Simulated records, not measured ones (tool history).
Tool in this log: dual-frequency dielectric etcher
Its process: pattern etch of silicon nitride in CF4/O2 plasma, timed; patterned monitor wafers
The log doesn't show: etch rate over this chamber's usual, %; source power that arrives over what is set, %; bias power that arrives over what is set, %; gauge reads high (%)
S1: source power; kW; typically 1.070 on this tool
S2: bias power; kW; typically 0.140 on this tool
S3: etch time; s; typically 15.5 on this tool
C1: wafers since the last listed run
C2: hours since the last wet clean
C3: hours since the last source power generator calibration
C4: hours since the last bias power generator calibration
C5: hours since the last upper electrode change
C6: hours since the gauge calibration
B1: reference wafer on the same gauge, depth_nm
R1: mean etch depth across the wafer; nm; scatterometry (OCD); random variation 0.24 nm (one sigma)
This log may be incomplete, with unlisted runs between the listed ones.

run,hour,S1,S2,S3,C1,C2,C3,C4,C5,C6,B1,R1
1,0.0,1.070,0.140,15.5,0,245.7,4401.6,36.2,2442.1,1007.6,65.1,55.9
2,14.0,1.070,0.140,15.5,143,259.7,4415.6,50.2,2456.1,1021.6,65.1,55.7
3,40.9,1.070,0.140,15.5,276,286.6,4442.5,77.1,2483.0,1048.5,65.1,56.1
4,86.6,1.070,0.140,15.5,469,332.3,4488.2,122.8,2528.7,1094.2,65.1,55.1
5,99.0,1.070,0.140,15.5,127,344.7,4500.6,135.2,2541.1,1106.6,65.1,55.2
# hour 134.4: upper electrode replaced
6,134.9,1.070,0.140,15.5,122,380.6,4536.5,171.1,0.5,1142.5,65.1,55.3
7,158.0,0.800,0.107,12.0,237,403.7,4559.6,194.2,23.6,1165.6,65.1,30.5
# hour 166.3: source power generator calibrated
8,182.2,0.800,0.107,12.0,207,427.9,15.9,218.4,47.8,1189.8,65.1,30.5
9,197.0,1.190,0.140,15.5,151,442.7,30.7,233.2,62.6,1204.6,65.1,59.3
# hour 205.9: gauge calibrated
10,213.5,1.070,0.130,12.5,169,459.2,47.2,249.7,79.1,7.6,65.1,42.8
11,232.7,0.960,0.172,11.5,197,478.4,66.4,268.9,98.3,26.8,65.1,41.6
12,263.9,1.070,0.140,15.5,320,509.6,97.6,300.1,129.5,58.0,65.1,54.6
# hour 300.0: wet clean of the chamber
13,300.5,1.230,0.140,15.5,129,0.5,134.2,336.7,166.1,94.6,65.2,63.1
14,302.7,0.850,0.140,18.0,22,2.7,136.4,338.9,168.3,96.8,65.1,56.3
15,327.4,1.070,0.140,15.5,253,27.4,161.1,363.6,193.0,121.5,65.1,57.3
16,351.1,1.070,0.140,15.5,243,51.1,184.8,387.3,216.7,145.2,65.1,56.7
17,368.1,1.210,0.140,15.5,174,68.1,201.8,404.3,233.7,162.2,65.1,62.2
18,397.9,1.070,0.110,15.5,305,97.9,231.6,434.1,263.5,192.0,65.1,50.3
19,416.6,0.800,0.129,20.0,191,116.6,250.3,452.8,282.2,210.7,65.1,57.0
20,499.8,1.190,0.140,15.5,853,199.8,333.5,536.0,365.4,293.9,65.1,60.4
21,516.0,0.930,0.163,16.5,166,216.0,349.7,552.2,381.6,310.1,65.1,58.2
22,539.8,1.070,0.140,15.5,244,239.8,373.5,576.0,405.4,333.9,65.1,56.0
23,574.2,1.160,0.123,12.0,353,274.2,407.9,610.4,439.8,368.3,65.1,43.1
24,609.5,0.920,0.140,14.0,362,309.5,443.2,645.7,475.1,403.6,65.1,44.7
25,630.5,1.070,0.140,15.5,215,330.5,464.2,666.7,496.1,424.6,65.1,55.5
26,645.3,1.070,0.140,15.5,151,345.3,479.0,681.5,510.9,439.4,65.1,55.4
27,660.0,0.910,0.150,12.0,150,360.0,493.7,696.2,525.6,454.1,65.1,39.3
28,672.1,0.860,0.154,12.0,124,372.1,505.8,708.3,537.7,466.2,65.1,38.2
29,698.5,0.850,0.140,15.5,270,398.5,532.2,734.7,564.1,492.6,65.0,46.6

5 ways to go on from here, each from the tool as it stands after run 29. What would each give?
A,698.9,1.310,0.140,15.5,4,398.9,532.6,735.1,564.5,493.0,?,?
B,698.9,0.900,0.140,15.5,4,398.9,532.6,735.1,564.5,493.0,?,?
C,698.9,0.820,0.120,18.0,4,398.9,532.6,735.1,564.5,493.0,?,?
D,698.9,0.840,0.140,15.5,4,398.9,532.6,735.1,564.5,493.0,?,?
E,698.9,0.940,0.113,12.0,4,398.9,532.6,735.1,564.5,493.0,?,?

run,B1,R1
A,65.0,63.6
B,65.0,48.5
C,65.0,49.0
D,65.0,46.2
E,65.0,34.9
Stripped of hidden state, with their random variation kept, the same runs would have yielded:
run,R1
A,65.7
B,50.0
C,50.6
D,47.7
E,36.0
